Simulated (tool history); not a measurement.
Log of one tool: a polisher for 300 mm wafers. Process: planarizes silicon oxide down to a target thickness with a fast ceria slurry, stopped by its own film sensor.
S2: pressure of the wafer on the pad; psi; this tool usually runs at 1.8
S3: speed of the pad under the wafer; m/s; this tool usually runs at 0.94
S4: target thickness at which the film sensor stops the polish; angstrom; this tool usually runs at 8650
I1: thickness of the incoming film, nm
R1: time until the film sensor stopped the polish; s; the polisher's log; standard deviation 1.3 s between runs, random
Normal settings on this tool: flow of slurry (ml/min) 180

{"run": 1, "hour": 0.0, "flow of slurry (ml/min)": 180, "S2": 1.8, "S3": 0.94, "S4": 8650, "I1": 1634.9, "R1": 102.2}
{"run": 2, "hour": 53.7, "flow of slurry (ml/min)": 180, "S2": 1.8, "S3": 0.94, "S4": 8650, "I1": 1623.2, "R1": 99.2}
{"run": 3, "hour": 97.4, "flow of slurry (ml/min)": 180, "S2": 1.8, "S3": 0.94, "S4": 8650, "I1": 1612.3, "R1": 97.8}
{"hour": 108.0, "done": "worn pad replaced by a new one"}
{"run": 4, "hour": 161.6, "flow of slurry (ml/min)": 180, "S2": 1.8, "S3": 0.94, "S4": 8650, "I1": 1592.4, "R1": 96}
{"hour": 169.3, "done": "head pressure recalibrated"}
{"run": 5, "hour": 229.8, "flow of slurry (ml/min)": 180, "S2": 1.8, "S3": 0.94, "S4": 8650, "I1": 1614.3, "R1": 109.9}
{"run": 6, "hour": 285.6, "flow of slurry (ml/min)": 180, "S2": 1.8, "S3": 0.94, "S4": 8650, "I1": 1630, "R1": 111.9}
{"hour": 295.5, "done": "slurry nozzle cleaned"}
{"hour": 323.9, "done": "worn pad replaced by a new one"}
{"run": 7, "hour": 324.4, "flow of slurry (ml/min)": 180, "S2": 1.8, "S3": 0.94, "S4": 8650, "I1": 1628.4, "R1": 103.2}
{"run": 8, "hour": 384.4, "flow of slurry (ml/min)": 130, "S2": 1.8, "S3": 0.94, "S4": 8650, "I1": 1615.4, "R1": 107.5}
{"run": 9, "hour": 413.9, "flow of slurry (ml/min)": 130, "S2": 1.8, "S3": 0.94, "S4": 8650, "I1": 1625.3, "R1": 107.8}
{"run": 10, "hour": 462.9, "flow of slurry (ml/min)": 180, "S2": 1.8, "S3": 0.94, "S4": 8650, "I1": 1633.1, "R1": 103.5}
{"run": 11, "hour": 505.7, "flow of slurry (ml/min)": 180, "S2": 1.8, "S3": 0.94, "S4": 8650, "I1": 1598.8, "R1": 99.7}
{"run": 12, "hour": 530.6, "flow of slurry (ml/min)": 180, "S2": 1.8, "S3": 0.94, "S4": 8650, "I1": 1622.1, "R1": 101.9}
{"hour": 607.1, "done": "worn pad replaced by a new one"}
{"run": 13, "hour": 684.7, "flow of slurry (ml/min)": 180, "S2": 1.8, "S3": 0.94, "S4": 8650, "I1": 1601.3, "R1": 97.3}
{"run": 14, "hour": 716.7, "flow of slurry (ml/min)": 180, "S2": 1.8, "S3": 0.94, "S4": 8650, "I1": 1632.7, "R1": 102.3}
{"run": 15, "hour": 774.5, "flow of slurry (ml/min)": 180, "S2": 1.8, "S3": 0.94, "S4": 7810, "I1": 1617.6, "R1": 111}
{"hour": 829.3, "done": "worn pad replaced by a new one"}
{"run": 16, "hour": 829.8, "flow of slurry (ml/min)": 180, "S2": 1.8, "S3": 0.94, "S4": 8650, "I1": 1616, "R1": 98.8}
{"hour": 834.0, "done": "head pressure recalibrated"}
{"run": 17, "hour": 893.9, "flow of slurry (ml/min)": 180, "S2": 1.8, "S3": 0.94, "S4": 8650, "I1": 1602.3, "R1": 107.2}
{"run": 18, "hour": 933.6, "flow of slurry (ml/min)": 180, "S2": 2, "S3": 0.94, "S4": 8650, "I1": 1624.9, "R1": 100.1}
{"hour": 938.6, "done": "slurry nozzle cleaned"}
{"run": 19, "hour": 990.2, "flow of slurry (ml/min)": 180, "S2": 1.8, "S3": 0.94, "S4": 8650, "I1": 1602.4, "R1": 100}
{"run": 20, "hour": 1029.8, "flow of slurry (ml/min)": 150, "S2": 1.8, "S3": 0.64, "S4": 8650, "I1": 1613.8, "R1": 155}
{"run": 21, "hour": 1073.5, "flow of slurry (ml/min)": 130, "S2": 1.8, "S3": 1.26, "S4": 9910, "I1": 1629.6, "R1": 66.7}
{"hour": 1077.8, "done": "worn pad replaced by a new one"}
{"run": 22, "hour": 1124.0, "flow of slurry (ml/min)": 205, "S2": 2.1, "S3": 1.16, "S4": 10780, "I1": 1632.6, "R1": 51.4}
{"run": 23, "hour": 1152.8, "flow of slurry (ml/min)": 130, "S2": 2.2, "S3": 1.24, "S4": 8650, "I1": 1630.7, "R1": 67.6}
{"run": 24, "hour": 1178.6, "flow of slurry (ml/min)": 180, "S2": 1.8, "S3": 0.94, "S4": 8650, "I1": 1618.6, "R1": 104}
{"run": 25, "hour": 1205.5, "flow of slurry (ml/min)": 120, "S2": 2.2, "S3": 0.74, "S4": 8650, "I1": 1638.8, "R1": 112.9}
{"run": 26, "hour": 1245.8, "flow of slurry (ml/min)": 195, "S2": 1.3, "S3": 0.68, "S4": 8650, "I1": 1625.3, "R1": 194.7}

5 ways to go on from here, each from the tool as it stands after run 26. What would each give?
{"run": "A", "hour": 1246.2, "flow of slurry (ml/min)": 180, "S2": 1.8, "S3": 0.94, "S4": 8650, "I1": 1614.3, "R1": "?"}
{"run": "B", "hour": 1246.2, "flow of slurry (ml/min)": 180, "S2": 1.8, "S3": 0.7, "S4": 8650, "I1": 1614.3, "R1": "?"}
{"run": "C", "hour": 1246.2, "flow of slurry (ml/min)": 225, "S2": 2, "S3": 1.14, "S4": 8650, "I1": 1614.3, "R1": "?"}
{"run": "D", "hour": 1246.2, "flow of slurry (ml/min)": 180, "S2": 1.8, "S3": 0.94, "S4": 10300, "I1": 1614.3, "R1": "?"}
{"run": "E", "hour": 1246.2, "flow of slurry (ml/min)": 180, "S2": 2.2, "S3": 0.64, "S4": 10500, "I1": 1614.3, "R1": "?"}

run=A R1=97.2
run=B R1=130.5
run=C R1=70.6
run=D R1=75.8
run=E R1=87.9
With the hidden condition removed and each run's random variation left untouched, the same runs would have given:
run=A R1=102.2
run=B R1=137.2
run=C R1=74.4
run=D R1=79.7
run=E R1=92.5
